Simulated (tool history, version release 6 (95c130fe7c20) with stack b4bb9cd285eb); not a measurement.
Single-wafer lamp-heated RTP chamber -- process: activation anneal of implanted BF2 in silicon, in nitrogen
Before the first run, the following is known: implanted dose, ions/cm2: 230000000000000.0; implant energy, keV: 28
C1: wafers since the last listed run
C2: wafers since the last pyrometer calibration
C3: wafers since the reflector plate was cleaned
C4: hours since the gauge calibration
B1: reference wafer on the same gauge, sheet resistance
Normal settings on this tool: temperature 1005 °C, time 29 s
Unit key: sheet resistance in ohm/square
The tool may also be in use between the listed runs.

{"run": 1, "hour": 0.0, "temperature": 1005, "time": 29, "C1": 0, "C2": 1056, "C3": 1185, "C4": 1638.9, "B1": 509.21, "sheet resistance": 508}
{"run": 2, "hour": 202.3, "temperature": 1005, "time": 29, "C1": 2328, "C2": 3384, "C3": 3513, "C4": 1841.2, "B1": 507.99, "sheet resistance": 507.38}
{"run": 3, "hour": 306.2, "temperature": 995, "time": 18, "C1": 1195, "C2": 4580, "C3": 4709, "C4": 1945.1, "B1": 507.58, "sheet resistance": 511.38}
{"run": 4, "hour": 355.7, "temperature": 995, "time": 18, "C1": 569, "C2": 5149, "C3": 5279, "C4": 1994.6, "B1": 507.41, "sheet resistance": 512.55}
{"hour": 507.2, "done": "reflector plate cleaned"}
{"run": 5, "hour": 507.7, "temperature": 1005, "time": 29, "C1": 1657, "C2": 6807, "C3": 6, "C4": 2146.6, "B1": 506.88, "sheet resistance": 506.03}
{"hour": 553.9, "done": "gauge calibrated"}
{"hour": 666.0, "done": "pyrometer window cleaned and pyrometer calibrated"}
{"run": 6, "hour": 748.1, "temperature": 1005, "time": 29, "C1": 2674, "C2": 945, "C3": 2680, "C4": 194.2, "B1": 509.98, "sheet resistance": 509.43}
{"run": 7, "hour": 821.0, "temperature": 1005, "time": 29, "C1": 839, "C2": 1784, "C3": 3519, "C4": 267.1, "B1": 510.05, "sheet resistance": 509.05}
{"run": 8, "hour": 911.0, "temperature": 1018, "time": 22, "C1": 1035, "C2": 2820, "C3": 4555, "C4": 357.1, "B1": 509.86, "sheet resistance": 508.17}
{"run": 9, "hour": 981.9, "temperature": 1005, "time": 29, "C1": 816, "C2": 3636, "C3": 5371, "C4": 428, "B1": 510, "sheet resistance": 510.21}
{"run": 10, "hour": 1032.0, "temperature": 1005, "time": 29, "C1": 576, "C2": 4212, "C3": 5948, "C4": 478.1, "B1": 510.15, "sheet resistance": 508.18}
{"run": 11, "hour": 1068.3, "temperature": 1005, "time": 29, "C1": 417, "C2": 4630, "C3": 6366, "C4": 514.4, "B1": 510.22, "sheet resistance": 510.47}
{"hour": 1114.4, "done": "reflector plate cleaned"}
{"run": 12, "hour": 1114.9, "temperature": 1005, "time": 29, "C1": 444, "C2": 5074, "C3": 5, "C4": 561, "B1": 510.46, "sheet resistance": 508.36}
{"run": 13, "hour": 1214.3, "temperature": 996, "time": 29, "C1": 1144, "C2": 6218, "C3": 1149, "C4": 660.4, "B1": 509.81, "sheet resistance": 511.27}
{"run": 14, "hour": 1253.2, "temperature": 996, "time": 29, "C1": 447, "C2": 6666, "C3": 1597, "C4": 699.3, "B1": 509.86, "sheet resistance": 510.83}
{"run": 15, "hour": 1322.9, "temperature": 1005, "time": 29, "C1": 802, "C2": 7468, "C3": 2399, "C4": 769, "B1": 509.36, "sheet resistance": 508.35}
{"hour": 1355.6, "done": "pyrometer window cleaned and pyrometer calibrated"}
{"run": 16, "hour": 1390.3, "temperature": 1005, "time": 29, "C1": 683, "C2": 398, "C3": 3083, "C4": 836.4, "B1": 509.43, "sheet resistance": 508.98}
{"run": 17, "hour": 1468.4, "temperature": 1005, "time": 29, "C1": 898, "C2": 1297, "C3": 3982, "C4": 914.5, "B1": 509.52, "sheet resistance": 508.59}
{"run": 18, "hour": 1535.3, "temperature": 1026, "time": 29, "C1": 769, "C2": 2067, "C3": 4752, "C4": 981.4, "B1": 509.15, "sheet resistance": 505.08}
{"run": 19, "hour": 1639.6, "temperature": 988, "time": 36, "C1": 1200, "C2": 3268, "C3": 5952, "C4": 1085.7, "B1": 509.08, "sheet resistance": 510.71}
{"run": 20, "hour": 1705.6, "temperature": 975, "time": 21, "C1": 759, "C2": 4027, "C3": 6712, "C4": 1151.7, "B1": 509.14, "sheet resistance": 521.3}
{"hour": 1736.1, "done": "reflector plate cleaned"}
{"run": 21, "hour": 1746.7, "temperature": 1019, "time": 42, "C1": 380, "C2": 4408, "C3": 121, "C4": 1192.8, "B1": 508.93, "sheet resistance": 502.95}
{"run": 22, "hour": 1785.8, "temperature": 1005, "time": 29, "C1": 450, "C2": 4858, "C3": 571, "C4": 1231.9, "B1": 508.67, "sheet resistance": 506.59}
{"run": 23, "hour": 1873.5, "temperature": 992, "time": 44, "C1": 1009, "C2": 5868, "C3": 1580, "C4": 1319.6, "B1": 508.82, "sheet resistance": 507.83}
{"run": 24, "hour": 1927.5, "temperature": 993, "time": 17, "C1": 621, "C2": 6489, "C3": 2202, "C4": 1373.6, "B1": 508.45, "sheet resistance": 513.5}
{"run": 25, "hour": 1974.4, "temperature": 1019, "time": 29, "C1": 539, "C2": 7029, "C3": 2742, "C4": 1420.5, "B1": 508.03, "sheet resistance": 504.87}
{"run": 26, "hour": 2049.9, "temperature": 976, "time": 18, "C1": 868, "C2": 7898, "C3": 3611, "C4": 1496, "B1": 507.85, "sheet resistance": 521.19}
{"hour": 2099.0, "done": "pyrometer window cleaned and pyrometer calibrated"}
{"run": 27, "hour": 2127.5, "temperature": 1005, "time": 29, "C1": 801, "C2": 327, "C3": 4412, "C4": 1573.6, "B1": 507.52, "sheet resistance": 507.31}
{"run": 28, "hour": 2188.0, "temperature": 1020, "time": 29, "C1": 696, "C2": 1024, "C3": 5108, "C4": 1634.1, "B1": 507.73, "sheet resistance": 503.14}
{"run": 29, "hour": 2254.4, "temperature": 981, "time": 39, "C1": 764, "C2": 1788, "C3": 5872, "C4": 1700.5, "B1": 507.41, "sheet resistance": 511.54}
{"run": 30, "hour": 2303.0, "temperature": 1005, "time": 29, "C1": 559, "C2": 2347, "C3": 6432, "C4": 1749.1, "B1": 507.09, "sheet resistance": 507.93}
{"run": 31, "hour": 2403.1, "temperature": 1005, "time": 29, "C1": 1152, "C2": 3499, "C3": 7584, "C4": 1849.2, "B1": 507.02, "sheet resistance": 506.71}
{"hour": 2434.7, "done": "reflector plate cleaned"}
{"run": 32, "hour": 2483.3, "temperature": 1019, "time": 45, "C1": 830, "C2": 4330, "C3": 559, "C4": 1929.4, "B1": 506.55, "sheet resistance": 499.49}
{"run": 33, "hour": 2575.0, "temperature": 1025, "time": 36, "C1": 1055, "C2": 5386, "C3": 1614, "C4": 2021.1, "B1": 505.76, "sheet resistance": 499.7}
{"run": 34, "hour": 2642.6, "temperature": 1034, "time": 13, "C1": 778, "C2": 6164, "C3": 2392, "C4": 2088.7, "B1": 505.38, "sheet resistance": 507.84}
{"run": 35, "hour": 2726.2, "temperature": 986, "time": 24, "C1": 962, "C2": 7126, "C3": 3354, "C4": 2172.3, "B1": 505.66, "sheet resistance": 510.26}
{"run": 36, "hour": 2770.1, "temperature": 1019, "time": 29, "C1": 505, "C2": 7631, "C3": 3859, "C4": 2216.2, "B1": 505.39, "sheet resistance": 502.42}
{"hour": 2803.7, "done": "pyrometer window cleaned and pyrometer calibrated"}
{"run": 37, "hour": 2857.9, "temperature": 1005, "time": 29, "C1": 918, "C2": 623, "C3": 4778, "C4": 2304, "B1": 505.03, "sheet resistance": 504.53}

Describe how what the log doesn't record of the tool's condition differs between the last listed run preceding each entry between runs and the first listed run following it.
In the gap between runs 4 and 5: reflector plate cleaned (hour 507.2)
  gauge reads high (%): -0.715 -> -0.841
  measured result minus the result with no hidden state, sheet resistance: -3.69 -> -4.3 ohm/square
In the gap between runs 5 and 6: gauge calibrated (hour 553.9); pyrometer window cleaned and pyrometer calibrated (hour 666)
  gauge reads high (%): -0.841 -> -0.147
  measured result minus the result with no hidden state, sheet resistance: -4.3 -> -0.75 ohm/square
In the gap between runs 11 and 12: reflector plate cleaned (hour 1114.4)
  gauge reads high (%): -0.193 -> -0.203
  measured result minus the result with no hidden state, sheet resistance: -0.99 -> -1.04 ohm/square
In the gap between runs 15 and 16: pyrometer window cleaned and pyrometer calibrated (hour 1355.6)
  gauge reads high (%): -0.258 -> -0.28
  measured result minus the result with no hidden state, sheet resistance: -1.32 -> -1.43 ohm/square
In the gap between runs 20 and 21: reflector plate cleaned (hour 1736.1)
  gauge reads high (%): -0.406 -> -0.425
  measured result minus the result with no hidden state, sheet resistance: -2.12 -> -2.15 ohm/square
In the gap between runs 26 and 27: pyrometer window cleaned and pyrometer calibrated (hour 2099)
  gauge reads high (%): -0.588 -> -0.636
  measured result minus the result with no hidden state, sheet resistance: -3.08 -> -3.24 ohm/square
In the gap between runs 31 and 32: reflector plate cleaned (hour 2434.7)
  gauge reads high (%): -0.825 -> -0.886
  measured result minus the result with no hidden state, sheet resistance: -4.22 -> -4.46 ohm/square
In the gap between runs 36 and 37: pyrometer window cleaned and pyrometer calibrated (hour 2803.7)
  gauge reads high (%): -1.12 -> -1.2
  measured result minus the result with no hidden state, sheet resistance: -5.71 -> -6.15 ohm/square
